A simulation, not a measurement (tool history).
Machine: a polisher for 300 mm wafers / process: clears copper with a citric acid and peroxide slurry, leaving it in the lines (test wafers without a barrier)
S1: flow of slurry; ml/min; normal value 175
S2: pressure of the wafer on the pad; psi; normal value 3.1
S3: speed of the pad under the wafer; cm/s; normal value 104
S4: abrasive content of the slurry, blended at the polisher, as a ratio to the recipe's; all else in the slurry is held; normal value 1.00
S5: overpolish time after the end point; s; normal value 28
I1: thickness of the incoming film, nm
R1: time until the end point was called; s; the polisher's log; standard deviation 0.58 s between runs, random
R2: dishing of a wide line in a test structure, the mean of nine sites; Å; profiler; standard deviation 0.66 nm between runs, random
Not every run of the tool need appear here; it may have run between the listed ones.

{"run": 1, "hour": 0.0, "S1": 175, "S2": 3.1, "S3": 104, "S4": 1.0, "S5": 28, "I1": 180.5, "R1": 71.4, "R2": 368}
{"run": 2, "hour": 25.9, "S1": 175, "S2": 3.1, "S3": 104, "S4": 1.0, "S5": 28, "I1": 178.5, "R1": 71.9, "R2": 372}
{"hour": 50.0, "done": "head pressure recalibrated"}
{"run": 3, "hour": 50.5, "S1": 175, "S2": 3.1, "S3": 104, "S4": 1.0, "S5": 28, "I1": 183.5, "R1": 75.7, "R2": 367}
{"hour": 81.0, "done": "worn pad replaced by a new one"}
{"run": 4, "hour": 81.5, "S1": 175, "S2": 3.1, "S3": 104, "S4": 1.0, "S5": 28, "I1": 179.0, "R1": 69.7, "R2": 382}
{"run": 5, "hour": 113.4, "S1": 175, "S2": 3.1, "S3": 104, "S4": 1.0, "S5": 28, "I1": 183.3, "R1": 71.3, "R2": 387}
{"run": 6, "hour": 146.3, "S1": 175, "S2": 3.1, "S3": 104, "S4": 1.2, "S5": 23, "I1": 178.6, "R1": 69.0, "R2": 332}
{"hour": 152.8, "done": "slurry blender recalibrated"}
{"run": 7, "hour": 164.4, "S1": 175, "S2": 3.1, "S3": 104, "S4": 1.0, "S5": 28, "I1": 178.0, "R1": 71.6, "R2": 366}
{"run": 8, "hour": 187.4, "S1": 175, "S2": 3.1, "S3": 104, "S4": 1.0, "S5": 28, "I1": 180.4, "R1": 74.1, "R2": 378}
{"run": 9, "hour": 207.9, "S1": 175, "S2": 3.1, "S3": 104, "S4": 1.0, "S5": 28, "I1": 183.0, "R1": 75.1, "R2": 364}
{"run": 10, "hour": 242.3, "S1": 140, "S2": 3.1, "S3": 68, "S4": 1.0, "S5": 28, "I1": 180.3, "R1": 127.2, "R2": 257}
{"run": 11, "hour": 266.8, "S1": 175, "S2": 4.0, "S3": 116, "S4": 0.75, "S5": 33, "I1": 181.6, "R1": 58.9, "R2": 449}
{"hour": 268.3, "done": "slurry nozzle cleaned"}
{"hour": 286.3, "done": "worn pad replaced by a new one"}
{"hour": 338.0, "done": "slurry blender recalibrated"}
{"run": 12, "hour": 366.6, "S1": 175, "S2": 3.1, "S3": 104, "S4": 1.0, "S5": 28, "I1": 181.1, "R1": 65.1, "R2": 396}
{"run": 13, "hour": 383.3, "S1": 175, "S2": 3.1, "S3": 104, "S4": 1.0, "S5": 28, "I1": 178.7, "R1": 66.3, "R2": 385}
{"run": 14, "hour": 415.8, "S1": 175, "S2": 3.1, "S3": 104, "S4": 1.15, "S5": 28, "I1": 178.7, "R1": 65.6, "R2": 393}
{"run": 15, "hour": 446.5, "S1": 175, "S2": 3.1, "S3": 104, "S4": 1.0, "S5": 28, "I1": 176.8, "R1": 68.2, "R2": 374}
{"run": 16, "hour": 468.5, "S1": 175, "S2": 2.2, "S3": 104, "S4": 1.1, "S5": 32, "I1": 181.7, "R1": 100.1, "R2": 331}
{"hour": 496.2, "done": "worn pad replaced by a new one"}
{"run": 17, "hour": 499.6, "S1": 175, "S2": 2.1, "S3": 104, "S4": 1.0, "S5": 28, "I1": 178.6, "R1": 96.8, "R2": 300}
{"hour": 524.9, "done": "slurry blender recalibrated"}
{"run": 18, "hour": 527.5, "S1": 140, "S2": 3.1, "S3": 74, "S4": 1.0, "S5": 28, "I1": 180.7, "R1": 98.1, "R2": 302}
{"run": 19, "hour": 541.3, "S1": 175, "S2": 3.1, "S3": 104, "S4": 0.9, "S5": 38, "I1": 178.1, "R1": 67.3, "R2": 445}
{"run": 20, "hour": 553.8, "S1": 175, "S2": 2.7, "S3": 116, "S4": 1.0, "S5": 21, "I1": 179.9, "R1": 70.2, "R2": 319}
{"run": 21, "hour": 578.0, "S1": 150, "S2": 3.1, "S3": 136, "S4": 1.0, "S5": 20, "I1": 177.8, "R1": 54.8, "R2": 364}
{"run": 22, "hour": 590.9, "S1": 175, "S2": 3.1, "S3": 104, "S4": 1.0, "S5": 28, "I1": 180.2, "R1": 68.7, "R2": 385}
{"run": 23, "hour": 625.0, "S1": 175, "S2": 3.1, "S3": 104, "S4": 1.0, "S5": 28, "I1": 180.5, "R1": 70.2, "R2": 375}
{"run": 24, "hour": 638.8, "S1": 225, "S2": 3.1, "S3": 116, "S4": 1.0, "S5": 28, "I1": 180.1, "R1": 60.5, "R2": 411}
{"run": 25, "hour": 669.9, "S1": 130, "S2": 3.1, "S3": 74, "S4": 1.0, "S5": 28, "I1": 177.9, "R1": 108.2, "R2": 287}
{"hour": 677.7, "done": "worn pad replaced by a new one"}
{"run": 26, "hour": 720.9, "S1": 175, "S2": 3.1, "S3": 104, "S4": 1.1, "S5": 28, "I1": 182.1, "R1": 68.7, "R2": 378}
{"hour": 734.8, "done": "slurry blender recalibrated"}
{"run": 27, "hour": 752.5, "S1": 175, "S2": 3.1, "S3": 104, "S4": 1.0, "S5": 28, "I1": 179.2, "R1": 70.0, "R2": 372}

Below are 5 alternative next runs, each starting from the tool's condition after run 27. Predict each:
{"run": "A", "hour": 753.0, "S1": 175, "S2": 3.1, "S3": 138, "S4": 1.0, "S5": 28, "I1": 180.2, "R1": "?", "R2": "?"}
{"run": "B", "hour": 753.0, "S1": 175, "S2": 3.6, "S3": 130, "S4": 1.0, "S5": 22, "I1": 180.2, "R1": "?", "R2": "?"}
{"run": "C", "hour": 753.0, "S1": 175, "S2": 3.1, "S3": 104, "S4": 1.0, "S5": 43, "I1": 180.2, "R1": "?", "R2": "?"}
{"run": "D", "hour": 753.0, "S1": 175, "S2": 2.6, "S3": 104, "S4": 1.0, "S5": 28, "I1": 180.2, "R1": "?", "R2": "?"}
{"run": "E", "hour": 753.0, "S1": 210, "S2": 3.1, "S3": 104, "S4": 1.15, "S5": 28, "I1": 180.2, "R1": "?", "R2": "?"}

run=A R1=53.5 R2=434
run=B R1=49.0 R2=407
run=C R1=70.6 R2=464
run=D R1=83.8 R2=339
run=E R1=66.4 R2=391
Stripped of hidden state, with their random variation kept, the same runs would have yielded:
run=A R1=48.6 R2=452
run=B R1=44.5 R2=427
run=C R1=64.1 R2=480
run=D R1=76.1 R2=359
run=E R1=60.9 R2=409
